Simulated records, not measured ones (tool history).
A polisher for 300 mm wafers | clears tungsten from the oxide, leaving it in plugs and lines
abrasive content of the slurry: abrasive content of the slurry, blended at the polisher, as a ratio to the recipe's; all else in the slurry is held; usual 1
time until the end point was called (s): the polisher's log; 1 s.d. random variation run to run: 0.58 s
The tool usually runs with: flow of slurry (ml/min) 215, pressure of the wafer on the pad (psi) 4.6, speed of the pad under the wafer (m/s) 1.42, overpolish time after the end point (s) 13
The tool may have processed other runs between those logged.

run,hour,flow of slurry (ml/min),pressure of the wafer on the pad (psi),speed of the pad under the wafer (m/s),abrasive content of the slurry,overpolish time after the end point (s),"incoming thickness of the incoming film, nm",time until the end point was called (s)
1,0,215,3.7,1.42,1,13,535.1,79.2
2,30.1,215,3.7,1.42,1,13,548.1,81.8
# hour 40.4: slurry nozzle cleaned
3,65.7,215,4.6,1.42,1,13,530.9,63.4
# hour 77.6: slurry tank refilled with fresh slurry and peroxide
# hour 82.3: worn pad replaced by a new one
4,95.2,215,4.6,1.42,1,13,542.3,65.7
5,110.6,215,4.6,1.42,1,13,545.1,65.7
6,143.7,215,4.6,1.42,1,13,534.5,63.9
# hour 147.2: slurry blender recalibrated
7,168.3,215,4.6,1.42,1,13,539.3,64.6
# hour 174.1: worn pad replaced by a new one
# hour 176.5: slurry tank refilled with fresh slurry and peroxide
8,184,215,4.6,1.42,1,13,532.7,62.8
9,203.2,240,3.6,1.42,1,13,546.1,83
10,224,215,4.6,1.42,1,13,541.1,65
11,242.2,215,4.6,1.42,1,13,540,66.4
12,263.6,245,3.2,1.02,1.3,13,546.2,117.2
# hour 269.9: slurry tank refilled with fresh slurry and peroxide
# hour 278.6: worn pad replaced by a new one
13,284.2,145,5.5,1.02,1,8,537.9,80.4
14,298.1,240,4.6,1.64,1,7,541.9,55.6
15,342.1,215,4.6,1.42,1.1,13,540,62.2
# hour 344.7: slurry blender recalibrated
# hour 348.6: slurry nozzle cleaned
# hour 354.5: slurry tank refilled with fresh slurry and peroxide
# hour 366.8: head pressure recalibrated
16,367.3,215,4.6,1.42,1,20,539.6,64.3
# hour 376.8: worn pad replaced by a new one
17,394.4,215,4.6,1.42,1,13,539.7,65.6
18,414.5,215,5.3,1.04,0.85,13,538.1,81.4
19,450.4,215,4.6,1.16,1,13,544.9,81.7
# hour 465.9: slurry tank refilled with fresh slurry and peroxide
# hour 475.8: worn pad replaced by a new one
20,485.3,215,4.6,1.92,1,13,541.2,47.6

List, for all runs, the conditions of the tool that the log does not record:
removal rate lost through wear of the pad, %: 0 on each run
slurry flow missing at the pad, %: 0 on each run
deviation of the head's pressure from its setpoint, %: 0 on each run
abrasive missing from the slurry, %: 0 on each run
peroxide lost from the slurry, %: 0 on each run
